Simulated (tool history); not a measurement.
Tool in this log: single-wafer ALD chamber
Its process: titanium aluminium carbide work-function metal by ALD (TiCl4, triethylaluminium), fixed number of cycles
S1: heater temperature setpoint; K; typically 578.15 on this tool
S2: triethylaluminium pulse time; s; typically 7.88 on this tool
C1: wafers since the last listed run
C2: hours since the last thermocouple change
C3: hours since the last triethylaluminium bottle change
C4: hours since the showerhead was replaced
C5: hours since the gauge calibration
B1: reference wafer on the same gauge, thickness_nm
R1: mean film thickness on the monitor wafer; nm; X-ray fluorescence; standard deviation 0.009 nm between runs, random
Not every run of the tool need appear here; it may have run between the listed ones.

{"run": 1, "hour": 0.0, "S1": 578.15, "S2": 7.88, "C1": 0, "C2": 1107, "C3": 424.5, "C4": 6226.5, "C5": 2012.5, "B1": 2.208, "R1": 1.97}
{"run": 2, "hour": 63.6, "S1": 578.15, "S2": 7.17, "C1": 878, "C2": 1170.6, "C3": 488.1, "C4": 6290.1, "C5": 2076.1, "B1": 2.216, "R1": 1.96}
{"run": 3, "hour": 121.7, "S1": 589.15, "S2": 7.88, "C1": 802, "C2": 1228.7, "C3": 546.2, "C4": 6348.2, "C5": 2134.2, "B1": 2.207, "R1": 2.083}
{"run": 4, "hour": 158.3, "S1": 589.15, "S2": 7.88, "C1": 505, "C2": 1265.3, "C3": 582.8, "C4": 6384.8, "C5": 2170.8, "B1": 2.211, "R1": 2.077}
{"run": 5, "hour": 226.0, "S1": 589.15, "S2": 7.88, "C1": 935, "C2": 1333, "C3": 650.5, "C4": 6452.5, "C5": 2238.5, "B1": 2.209, "R1": 2.069}
{"run": 6, "hour": 324.4, "S1": 578.15, "S2": 8.58, "C1": 1359, "C2": 1431.4, "C3": 748.9, "C4": 6550.9, "C5": 2336.9, "B1": 2.207, "R1": 1.986}
{"run": 7, "hour": 587.8, "S1": 574.15, "S2": 7.88, "C1": 3639, "C2": 1694.8, "C3": 1012.3, "C4": 6814.3, "C5": 2600.3, "B1": 2.21, "R1": 1.893}
{"hour": 621.9, "done": "triethylaluminium bottle replaced"}
{"run": 8, "hour": 694.5, "S1": 574.15, "S2": 7.88, "C1": 1363, "C2": 1801.5, "C3": 72.6, "C4": 6921, "C5": 2707, "B1": 2.21, "R1": 1.84}
{"run": 9, "hour": 759.7, "S1": 574.15, "S2": 7.88, "C1": 900, "C2": 1866.7, "C3": 137.8, "C4": 6986.2, "C5": 2772.2, "B1": 2.212, "R1": 1.826}
{"hour": 784.6, "done": "gauge calibrated"}
{"run": 10, "hour": 845.8, "S1": 578.15, "S2": 7.88, "C1": 1189, "C2": 1952.8, "C3": 223.9, "C4": 7072.3, "C5": 61.2, "B1": 2.207, "R1": 1.849}
{"run": 11, "hour": 901.6, "S1": 586.15, "S2": 7.88, "C1": 770, "C2": 2008.6, "C3": 279.7, "C4": 7128.1, "C5": 117, "B1": 2.209, "R1": 1.903}
{"run": 12, "hour": 1046.3, "S1": 578.15, "S2": 7.88, "C1": 1999, "C2": 2153.3, "C3": 424.4, "C4": 7272.8, "C5": 261.7, "B1": 2.212, "R1": 1.841}
{"run": 13, "hour": 1093.0, "S1": 578.15, "S2": 7.88, "C1": 645, "C2": 2200, "C3": 471.1, "C4": 7319.5, "C5": 308.4, "B1": 2.21, "R1": 1.802}
{"run": 14, "hour": 1159.9, "S1": 578.15, "S2": 7.88, "C1": 924, "C2": 2266.9, "C3": 538, "C4": 7386.4, "C5": 375.3, "B1": 2.205, "R1": 1.824}
{"hour": 1178.2, "done": "triethylaluminium bottle replaced, repeated, since the last time left the tool worse"}
{"run": 15, "hour": 1202.9, "S1": 578.15, "S2": 7.88, "C1": 483, "C2": 2309.9, "C3": 24.7, "C4": 7429.4, "C5": 418.3, "B1": 2.209, "R1": 2.013}
{"run": 16, "hour": 1298.9, "S1": 574.15, "S2": 7.88, "C1": 1326, "C2": 2405.9, "C3": 120.7, "C4": 7525.4, "C5": 514.3, "B1": 2.212, "R1": 1.952}
{"run": 17, "hour": 1346.4, "S1": 584.15, "S2": 10.43, "C1": 656, "C2": 2453.4, "C3": 168.2, "C4": 7572.9, "C5": 561.8, "B1": 2.209, "R1": 2.117}
{"run": 18, "hour": 1409.5, "S1": 566.15, "S2": 4.76, "C1": 871, "C2": 2516.5, "C3": 231.3, "C4": 7636, "C5": 624.9, "B1": 2.21, "R1": 1.738}
{"run": 19, "hour": 1505.9, "S1": 578.15, "S2": 7.88, "C1": 1331, "C2": 2612.9, "C3": 327.7, "C4": 7732.4, "C5": 721.3, "B1": 2.21, "R1": 1.992}
{"hour": 1545.2, "done": "thermocouple changed; heater temperature recalibrated"}
{"run": 20, "hour": 1566.1, "S1": 591.15, "S2": 7.88, "C1": 721, "C2": 20.9, "C3": 387.9, "C4": 7792.6, "C5": 781.5, "B1": 2.209, "R1": 2.114}
{"run": 21, "hour": 1626.4, "S1": 591.15, "S2": 6.89, "C1": 833, "C2": 81.2, "C3": 448.2, "C4": 7852.9, "C5": 841.8, "B1": 2.212, "R1": 2.059}
{"run": 22, "hour": 1671.0, "S1": 571.15, "S2": 5.77, "C1": 616, "C2": 125.8, "C3": 492.8, "C4": 7897.5, "C5": 886.4, "B1": 2.208, "R1": 1.837}
{"run": 23, "hour": 1751.6, "S1": 569.15, "S2": 6.96, "C1": 1113, "C2": 206.4, "C3": 573.4, "C4": 7978.1, "C5": 967, "B1": 2.21, "R1": 1.86}
{"run": 24, "hour": 1803.6, "S1": 564.15, "S2": 5.01, "C1": 718, "C2": 258.4, "C3": 625.4, "C4": 8030.1, "C5": 1019, "B1": 2.211, "R1": 1.697}
{"run": 25, "hour": 1840.0, "S1": 571.15, "S2": 9.86, "C1": 502, "C2": 294.8, "C3": 661.8, "C4": 8066.5, "C5": 1055.4, "B1": 2.212, "R1": 1.975}
{"run": 26, "hour": 1945.9, "S1": 588.15, "S2": 6.46, "C1": 1463, "C2": 400.7, "C3": 767.7, "C4": 8172.4, "C5": 1161.3, "B1": 2.212, "R1": 1.97}
{"hour": 1978.3, "done": "showerhead replaced"}
{"run": 27, "hour": 2006.5, "S1": 578.15, "S2": 10.17, "C1": 726, "C2": 461.3, "C3": 828.3, "C4": 28.2, "C5": 1221.9, "B1": 2.209, "R1": 2.017}
{"hour": 2034.1, "done": "triethylaluminium bottle replaced"}
{"run": 28, "hour": 2104.2, "S1": 587.15, "S2": 9.94, "C1": 1239, "C2": 559, "C3": 70.1, "C4": 125.9, "C5": 1319.6, "B1": 2.207, "R1": 2.116}
{"run": 29, "hour": 2156.5, "S1": 589.15, "S2": 10.36, "C1": 722, "C2": 611.3, "C3": 122.4, "C4": 178.2, "C5": 1371.9, "B1": 2.21, "R1": 2.176}
{"run": 30, "hour": 2239.6, "S1": 578.15, "S2": 7.88, "C1": 1148, "C2": 694.4, "C3": 205.5, "C4": 261.3, "C5": 1455, "B1": 2.207, "R1": 1.977}
{"run": 31, "hour": 2279.5, "S1": 571.15, "S2": 5.77, "C1": 551, "C2": 734.3, "C3": 245.4, "C4": 301.2, "C5": 1494.9, "B1": 2.213, "R1": 1.829}
{"run": 32, "hour": 2381.4, "S1": 571.15, "S2": 6.97, "C1": 1407, "C2": 836.2, "C3": 347.3, "C4": 403.1, "C5": 1596.8, "B1": 2.206, "R1": 1.892}
{"run": 33, "hour": 2471.0, "S1": 583.15, "S2": 5.54, "C1": 1237, "C2": 925.8, "C3": 436.9, "C4": 492.7, "C5": 1686.4, "B1": 2.21, "R1": 1.886}
{"run": 34, "hour": 2516.0, "S1": 589.15, "S2": 6.22, "C1": 621, "C2": 970.8, "C3": 481.9, "C4": 537.7, "C5": 1731.4, "B1": 2.21, "R1": 1.99}

Below, some changes in R1 between adjacent runs. For each, the amount present without the hidden state too (settings, incoming material, random variation) and the amount remaining for the hidden state with gauge scatter not shared by both compared results:
Unlogged tool condition in this case: wafer temperature above the value expected at the setpoint (K); triethylaluminium dose above that of a fresh bottle (%); gauge reads high (%).
Run 6 -> 7: S1 578.15 -> 574.15, S2 8.58 -> 7.88. R1 -0.093 nm: hidden state -0.047, all else -0.046.
Run 7 -> 8: triethylaluminium bottle replaced. R1 -0.053 nm: hidden state -0.062, all else +0.009.
Run 14 -> 15: triethylaluminium bottle replaced, repeated, since the last time left the tool worse. R1 +0.189 nm: hidden state +0.188, all else +0.001.
Run 17 -> 18: S1 584.15 -> 566.15, S2 10.43 -> 4.76. R1 -0.379 nm: hidden state -0.006, all else -0.373.
Run 18 -> 19: S1 566.15 -> 578.15, S2 4.76 -> 7.88. R1 +0.254 nm: hidden state -0.001, all else +0.255.
Run 24 -> 25: S1 564.15 -> 571.15, S2 5.01 -> 9.86. R1 +0.278 nm: hidden state +0.017, all else +0.261.

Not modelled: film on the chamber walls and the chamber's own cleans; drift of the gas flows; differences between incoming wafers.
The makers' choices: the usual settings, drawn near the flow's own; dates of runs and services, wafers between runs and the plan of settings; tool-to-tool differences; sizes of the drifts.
